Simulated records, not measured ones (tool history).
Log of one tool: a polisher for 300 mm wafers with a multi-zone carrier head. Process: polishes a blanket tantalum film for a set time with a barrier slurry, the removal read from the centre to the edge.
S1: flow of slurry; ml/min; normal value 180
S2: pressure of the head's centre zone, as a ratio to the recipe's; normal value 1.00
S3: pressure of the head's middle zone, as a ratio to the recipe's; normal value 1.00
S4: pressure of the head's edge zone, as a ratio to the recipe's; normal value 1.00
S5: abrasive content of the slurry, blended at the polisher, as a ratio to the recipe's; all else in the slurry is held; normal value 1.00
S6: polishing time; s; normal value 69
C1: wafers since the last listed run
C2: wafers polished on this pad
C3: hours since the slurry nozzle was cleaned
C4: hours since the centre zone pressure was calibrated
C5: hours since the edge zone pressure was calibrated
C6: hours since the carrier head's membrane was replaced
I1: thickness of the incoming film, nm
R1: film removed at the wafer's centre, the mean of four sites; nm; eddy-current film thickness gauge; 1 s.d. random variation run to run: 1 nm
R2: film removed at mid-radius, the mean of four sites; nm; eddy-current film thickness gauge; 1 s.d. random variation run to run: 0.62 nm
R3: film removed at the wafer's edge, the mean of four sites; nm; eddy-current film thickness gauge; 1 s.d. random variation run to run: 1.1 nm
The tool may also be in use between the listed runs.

Run 1, hour 0.0: usual settings but S5 0.75; C1 0; C2 537; C3 639.7; C4 780.0; C5 794.8; C6 1560.9; I1 441.6. Result: R1 79.3 nm, R2 82.8 nm, R3 82.5 nm.
Run 2, hour 23.6: usual settings; C1 178; C2 716; C3 663.3; C4 803.6; C5 818.4; C6 1584.5; I1 437.3. Result: R1 86.7 nm, R2 90.6 nm, R3 90.3 nm.
Run 3, hour 53.9: usual settings but S1 150 ml/min; C1 229; C2 946; C3 693.6; C4 833.9; C5 848.7; C6 1614.8; I1 446.5. Result: R1 85.3 nm, R2 86.9 nm, R3 87.5 nm.
Run 4, hour 79.6: usual settings but S1 150 ml/min; C1 194; C2 1141; C3 719.3; C4 859.6; C5 874.4; C6 1640.5; I1 442.0. Result: R1 83.4 nm, R2 87.0 nm, R3 86.2 nm.
At hour 87.7: slurry nozzle cleaned.
At hour 99.0: worn pad replaced by a new one.
Run 5, hour 99.5: usual settings but S1 140 ml/min, S4 1.08, S5 0.80; C1 112; C2 3; C3 11.8; C4 879.5; C5 894.3; C6 1660.4; I1 445.5. Result: R1 77.9 nm, R2 80.0 nm, R3 85.8 nm.
Run 6, hour 123.9: usual settings but S3 0.90, S6 88 s; C1 184; C2 188; C3 36.2; C4 903.9; C5 918.7; C6 1684.8; I1 433.6. Result: R1 107.4 nm, R2 106.0 nm, R3 115.2 nm.
At hour 142.2: edge zone pressure recalibrated.
Run 7, hour 150.7: usual settings but S1 145 ml/min, S3 0.93; C1 187; C2 376; C3 63.0; C4 930.7; C5 8.5; C6 1711.6; I1 443.3. Result: R1 83.1 nm, R2 81.2 nm, R3 86.5 nm.
At hour 168.0: centre zone pressure recalibrated.
Run 8, hour 183.3: usual settings; C1 231; C2 608; C3 95.6; C4 15.3; C5 41.1; C6 1744.2; I1 447.4. Result: R1 85.7 nm, R2 90.4 nm, R3 89.0 nm.
At hour 193.3: carrier head's membrane replaced by a new one.
Run 9, hour 198.6: usual settings but S4 1.09; C1 78; C2 686; C3 110.9; C4 30.6; C5 56.4; C6 5.3; I1 442.2. Result: R1 85.5 nm, R2 91.3 nm, R3 91.8 nm.
Run 10, hour 223.2: usual settings but S4 0.89; C1 186; C2 872; C3 135.5; C4 55.2; C5 81.0; C6 29.9; I1 436.4. Result: R1 85.6 nm, R2 89.3 nm, R3 83.7 nm.
Run 11, hour 249.2: usual settings; C1 197; C2 1070; C3 161.5; C4 81.2; C5 107.0; C6 55.9; I1 437.4. Result: R1 85.5 nm, R2 90.0 nm, R3 89.3 nm.
At hour 255.3: worn pad replaced by a new one.
Run 12, hour 277.2: usual settings but S2 1.04; C1 181; C2 165; C3 189.5; C4 109.2; C5 135.0; C6 83.9; I1 442.4. Result: R1 91.2 nm, R2 89.3 nm, R3 88.5 nm.
Run 13, hour 293.0: usual settings but S5 0.90, S6 49 s; C1 119; C2 285; C3 205.3; C4 125.0; C5 150.8; C6 99.7; I1 440.0. Result: R1 59.7 nm, R2 62.1 nm, R3 61.8 nm.
Run 14, hour 320.3: usual settings; C1 206; C2 492; C3 232.6; C4 152.3; C5 178.1; C6 127.0; I1 441.1. Result: R1 86.7 nm, R2 90.3 nm, R3 89.1 nm.
Run 15, hour 339.3: usual settings but S1 240 ml/min, S5 0.90; C1 144; C2 636; C3 251.6; C4 171.3; C5 197.1; C6 146.0; I1 440.6. Result: R1 87.7 nm, R2 90.8 nm, R3 89.1 nm.
Run 16, hour 363.1: usual settings but S2 1.07; C1 180; C2 817; C3 275.4; C4 195.1; C5 220.9; C6 169.8; I1 444.3. Result: R1 92.8 nm, R2 89.2 nm, R3 89.5 nm.
Run 17, hour 384.9: usual settings but S4 1.05, S5 0.85, S6 50 s; C1 165; C2 982; C3 297.2; C4 216.9; C5 242.7; C6 191.6; I1 438.7. Result: R1 59.7 nm, R2 62.4 nm, R3 63.1 nm.
Run 18, hour 415.5: usual settings but S5 0.75; C1 231; C2 1214; C3 327.8; C4 247.5; C5 273.3; C6 222.2; I1 442.8. Result: R1 78.1 nm, R2 83.1 nm, R3 80.2 nm.
At hour 427.7: worn pad replaced by a new one.
Run 19, hour 444.4: usual settings but S1 165 ml/min, S5 0.90, S6 54 s; C1 188; C2 126; C3 356.7; C4 276.4; C5 302.2; C6 251.1; I1 442.1. Result: R1 63.8 nm, R2 66.1 nm, R3 67.0 nm.
Run 20, hour 466.0: usual settings but S5 0.90, S6 51 s; C1 163; C2 290; C3 378.3; C4 298.0; C5 323.8; C6 272.7; I1 439.7. Result: R1 61.6 nm, R2 63.7 nm, R3 63.9 nm.
Run 21, hour 481.7: usual settings but S1 165 ml/min, S5 0.90, S6 54 s; C1 119; C2 409; C3 394.0; C4 313.7; C5 339.5; C6 288.4; I1 440.6. Result: R1 64.8 nm, R2 66.4 nm, R3 67.7 nm.

List, for all runs, the conditions of the tool that the log does not record:
removal rate lost through wear of the pad, %: 0 in every run
slurry flow missing at the pad, %: 0 in every run
deviation of the centre zone's pressure from its setpoint, %: 0 in every run
deviation of the edge zone's pressure from its setpoint, %: 0 in every run
